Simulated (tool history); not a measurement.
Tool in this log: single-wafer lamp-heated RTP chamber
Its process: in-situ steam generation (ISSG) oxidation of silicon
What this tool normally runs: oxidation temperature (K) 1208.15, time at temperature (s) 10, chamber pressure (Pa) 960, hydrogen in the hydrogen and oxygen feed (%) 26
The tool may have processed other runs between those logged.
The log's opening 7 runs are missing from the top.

run,hour,oxidation temperature (K),time at temperature (s),chamber pressure (Pa),hydrogen in the hydrogen and oxygen feed (%),"read-back reference wafer on the same gauge, thickness",oxide thickness on the monitor wafer (angstrom)
8,500.7,1208.15,10,960,26,3.414,37.64
# hour 551.5: hydrogen flow controller replaced
# hour 562.1: pyrometer window cleaned and pyrometer calibrated
9,568.5,1208.15,10,960,26,3.414,36.91
10,611.0,1208.15,10,960,26,3.424,37.15
11,670.4,1208.15,10,960,26,3.417,37.62
12,727.6,1208.15,10,960,26,3.421,37.50
13,790.3,1208.15,10,960,26,3.421,37.67
14,861.4,1208.15,10,960,32,3.421,39.96
15,898.1,1208.15,10,960,26,3.424,37.59
16,996.4,1208.15,10,960,26,3.416,37.84
17,1047.6,1217.15,8,960,26,3.425,35.75
18,1109.0,1208.15,10,960,26,3.421,37.90
# hour 1136.9: pyrometer window cleaned and pyrometer calibrated
19,1147.9,1220.15,8,920,32,3.416,37.32
20,1209.3,1208.15,10,960,26,3.426,37.68
21,1311.6,1226.15,13,920,26,3.420,43.08
22,1387.7,1208.15,10,960,26,3.423,37.62
23,1447.1,1208.15,10,960,26,3.421,37.78
24,1486.4,1208.15,10,960,26,3.418,37.55
25,1566.1,1190.15,10,960,26,3.412,36.40
26,1602.2,1208.15,10,960,30,3.422,39.34
# hour 1637.4: pyrometer window cleaned and pyrometer calibrated
27,1656.2,1223.15,10,960,26,3.423,38.26
28,1715.8,1227.15,14,920,26,3.424,43.91
29,1802.8,1208.15,10,960,20,3.422,34.93

Predict the results of run 30:
30,1877.2,1196.15,12,920,20,?,?

For run 30 the tool returned read-back reference wafer on the same gauge, thickness 3.426, oxide thickness on the monitor wafer (angstrom) 36.11.
If the tool had no hidden condition, the same run with the same run-to-run variation would have returned oxide thickness on the monitor wafer (angstrom) 35.52.

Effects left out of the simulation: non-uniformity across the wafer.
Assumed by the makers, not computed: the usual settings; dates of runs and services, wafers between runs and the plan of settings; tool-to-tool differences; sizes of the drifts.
